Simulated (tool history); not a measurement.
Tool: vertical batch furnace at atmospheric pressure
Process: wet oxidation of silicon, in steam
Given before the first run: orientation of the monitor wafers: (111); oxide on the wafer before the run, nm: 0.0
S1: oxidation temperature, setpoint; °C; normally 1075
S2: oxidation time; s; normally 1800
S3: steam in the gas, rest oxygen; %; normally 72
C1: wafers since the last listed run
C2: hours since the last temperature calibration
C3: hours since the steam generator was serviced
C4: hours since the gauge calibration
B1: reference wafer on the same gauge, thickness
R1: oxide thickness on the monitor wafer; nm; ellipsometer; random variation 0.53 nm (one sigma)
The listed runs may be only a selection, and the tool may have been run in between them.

{"run": 1, "hour": 0.0, "S1": 1075, "S2": 1560, "S3": 72, "C1": 0, "C2": 2565.5, "C3": 2174.3, "C4": 830.5, "B1": 392.04, "R1": 318.79}
{"run": 2, "hour": 29.0, "S1": 1075, "S2": 1560, "S3": 72, "C1": 292, "C2": 2594.5, "C3": 2203.3, "C4": 859.5, "B1": 391.98, "R1": 318.59}
{"run": 3, "hour": 58.3, "S1": 1075, "S2": 1800, "S3": 72, "C1": 295, "C2": 2623.8, "C3": 2232.6, "C4": 888.8, "B1": 392.02, "R1": 345.42}
{"run": 4, "hour": 84.0, "S1": 1075, "S2": 1800, "S3": 72, "C1": 259, "C2": 2649.5, "C3": 2258.3, "C4": 914.5, "B1": 391.97, "R1": 346.59}
{"run": 5, "hour": 105.5, "S1": 1075, "S2": 1800, "S3": 72, "C1": 216, "C2": 2671, "C3": 2279.8, "C4": 936, "B1": 392.04, "R1": 345.62}
{"run": 6, "hour": 130.9, "S1": 1075, "S2": 1800, "S3": 72, "C1": 256, "C2": 2696.4, "C3": 2305.2, "C4": 961.4, "B1": 391.96, "R1": 345.47}
{"run": 7, "hour": 149.1, "S1": 1075, "S2": 1800, "S3": 72, "C1": 183, "C2": 2714.6, "C3": 2323.4, "C4": 979.6, "B1": 392.09, "R1": 347.15}
{"run": 8, "hour": 172.1, "S1": 1075, "S2": 1140, "S3": 72, "C1": 231, "C2": 2737.6, "C3": 2346.4, "C4": 1002.6, "B1": 392.14, "R1": 265.25}
{"run": 9, "hour": 204.9, "S1": 1075, "S2": 1140, "S3": 72, "C1": 330, "C2": 2770.4, "C3": 2379.2, "C4": 1035.4, "B1": 391.87, "R1": 265.16}
{"run": 10, "hour": 226.4, "S1": 1075, "S2": 1800, "S3": 72, "C1": 216, "C2": 2791.9, "C3": 2400.7, "C4": 1056.9, "B1": 391.91, "R1": 346.8}
{"run": 11, "hour": 258.2, "S1": 1075, "S2": 1800, "S3": 72, "C1": 320, "C2": 2823.7, "C3": 2432.5, "C4": 1088.7, "B1": 392.1, "R1": 346.21}
{"hour": 259.2, "done": "gauge calibrated"}
{"run": 12, "hour": 281.7, "S1": 1065, "S2": 1800, "S3": 72, "C1": 237, "C2": 2847.2, "C3": 2456, "C4": 22.5, "B1": 391.88, "R1": 330.7}
{"run": 13, "hour": 300.8, "S1": 1065, "S2": 1800, "S3": 72, "C1": 192, "C2": 2866.3, "C3": 2475.1, "C4": 41.6, "B1": 392.07, "R1": 331.16}
{"run": 14, "hour": 324.8, "S1": 1065, "S2": 1800, "S3": 72, "C1": 242, "C2": 2890.3, "C3": 2499.1, "C4": 65.6, "B1": 392, "R1": 330.93}
{"run": 15, "hour": 346.6, "S1": 1075, "S2": 1800, "S3": 72, "C1": 219, "C2": 2912.1, "C3": 2520.9, "C4": 87.4, "B1": 392.01, "R1": 346.28}
{"run": 16, "hour": 380.9, "S1": 1075, "S2": 1800, "S3": 72, "C1": 345, "C2": 2946.4, "C3": 2555.2, "C4": 121.7, "B1": 391.97, "R1": 345.92}
{"hour": 475.5, "done": "steam generator serviced"}
{"run": 17, "hour": 476.0, "S1": 1075, "S2": 1800, "S3": 72, "C1": 717, "C2": 3041.5, "C3": 0.5, "C4": 216.8, "B1": 392.01, "R1": 363.6}
{"run": 18, "hour": 491.2, "S1": 1075, "S2": 1800, "S3": 72, "C1": 153, "C2": 3056.7, "C3": 15.7, "C4": 232, "B1": 392.04, "R1": 363.21}
{"hour": 531.4, "done": "thermocouples replaced and temperature profile calibrated"}
{"run": 19, "hour": 531.9, "S1": 1063, "S2": 1350, "S3": 67, "C1": 168, "C2": 0.5, "C3": 56.4, "C4": 272.7, "B1": 392.07, "R1": 271.18}
{"run": 20, "hour": 551.4, "S1": 1087, "S2": 2640, "S3": 79, "C1": 196, "C2": 20, "C3": 75.9, "C4": 292.2, "B1": 391.98, "R1": 484.96}
{"run": 21, "hour": 578.0, "S1": 1075, "S2": 1800, "S3": 72, "C1": 268, "C2": 46.6, "C3": 102.5, "C4": 318.8, "B1": 392.07, "R1": 354.2}
{"run": 22, "hour": 591.7, "S1": 1059, "S2": 1800, "S3": 77, "C1": 138, "C2": 60.3, "C3": 116.2, "C4": 332.5, "B1": 392.03, "R1": 341.89}
{"run": 23, "hour": 614.5, "S1": 1089, "S2": 2610, "S3": 77, "C1": 229, "C2": 83.1, "C3": 139, "C4": 355.3, "B1": 391.89, "R1": 478.07}
{"run": 24, "hour": 642.6, "S1": 1075, "S2": 1800, "S3": 72, "C1": 283, "C2": 111.2, "C3": 167.1, "C4": 383.4, "B1": 391.89, "R1": 353.55}
{"run": 25, "hour": 657.3, "S1": 1075, "S2": 1260, "S3": 72, "C1": 148, "C2": 125.9, "C3": 181.8, "C4": 398.1, "B1": 392.05, "R1": 287.22}
{"run": 26, "hour": 690.0, "S1": 1075, "S2": 1800, "S3": 72, "C1": 329, "C2": 158.6, "C3": 214.5, "C4": 430.8, "B1": 391.94, "R1": 353.65}
{"run": 27, "hour": 718.4, "S1": 1100, "S2": 1170, "S3": 83, "C1": 286, "C2": 187, "C3": 242.9, "C4": 459.2, "B1": 391.97, "R1": 331.47}
{"run": 28, "hour": 744.2, "S1": 1094, "S2": 2310, "S3": 80, "C1": 260, "C2": 212.8, "C3": 268.7, "C4": 485, "B1": 392.03, "R1": 463.32}
{"run": 29, "hour": 763.0, "S1": 1075, "S2": 1800, "S3": 72, "C1": 189, "C2": 231.6, "C3": 287.5, "C4": 503.8, "B1": 392.08, "R1": 352.68}
{"run": 30, "hour": 785.1, "S1": 1075, "S2": 2490, "S3": 78, "C1": 222, "C2": 253.7, "C3": 309.6, "C4": 525.9, "B1": 392.1, "R1": 443.03}
{"run": 31, "hour": 809.7, "S1": 1075, "S2": 1800, "S3": 72, "C1": 248, "C2": 278.3, "C3": 334.2, "C4": 550.5, "B1": 392.05, "R1": 350.64}
{"run": 32, "hour": 824.4, "S1": 1054, "S2": 1020, "S3": 82, "C1": 148, "C2": 293, "C3": 348.9, "C4": 565.2, "B1": 392.15, "R1": 244.46}
{"run": 33, "hour": 860.2, "S1": 1075, "S2": 2160, "S3": 79, "C1": 361, "C2": 328.8, "C3": 384.7, "C4": 601, "B1": 391.99, "R1": 411.58}
{"run": 34, "hour": 874.9, "S1": 1096, "S2": 1800, "S3": 72, "C1": 148, "C2": 343.5, "C3": 399.4, "C4": 615.7, "B1": 391.95, "R1": 383.14}
{"run": 35, "hour": 896.0, "S1": 1075, "S2": 990, "S3": 72, "C1": 212, "C2": 364.6, "C3": 420.5, "C4": 636.8, "B1": 392.08, "R1": 247.74}
{"run": 36, "hour": 912.1, "S1": 1075, "S2": 2220, "S3": 77, "C1": 162, "C2": 380.7, "C3": 436.6, "C4": 652.9, "B1": 391.97, "R1": 410.61}
{"run": 37, "hour": 935.7, "S1": 1083, "S2": 2610, "S3": 81, "C1": 238, "C2": 404.3, "C3": 460.2, "C4": 676.5, "B1": 392.04, "R1": 477.96}
{"run": 38, "hour": 967.4, "S1": 1075, "S2": 1800, "S3": 64, "C1": 319, "C2": 436, "C3": 491.9, "C4": 708.2, "B1": 391.88, "R1": 327.93}

Across each entry between runs, compare the hidden state at the last listed run before it with the hidden state at the first listed run after it:
In the gap between runs 11 and 12: gauge calibrated (hour 259.2)
  true tube temperature minus thermocouple reading, K: 5.24 -> 5.25; steam share off its setpoint, % of the setpoint: -8.19 -> -8.21
  what was measured, less what the result would be without the hidden state, R1: -9.24 -> -8.52 nm
In the gap between runs 16 and 17: steam generator serviced (hour 475.5)
  true tube temperature minus thermocouple reading, K: 5.29 -> 5.32; steam share off its setpoint, % of the setpoint: -8.26 -> -0.135
  what was measured, less what the result would be without the hidden state, R1: -9.31 -> +7.96 nm
In the gap between runs 18 and 19: thermocouples replaced and temperature profile calibrated (hour 531.4)
  true tube temperature minus thermocouple reading, K: 5.32 -> 0.474; steam share off its setpoint, % of the setpoint: -0.278 -> -0.647
  what was measured, less what the result would be without the hidden state, R1: +7.67 -> -0.4 nm

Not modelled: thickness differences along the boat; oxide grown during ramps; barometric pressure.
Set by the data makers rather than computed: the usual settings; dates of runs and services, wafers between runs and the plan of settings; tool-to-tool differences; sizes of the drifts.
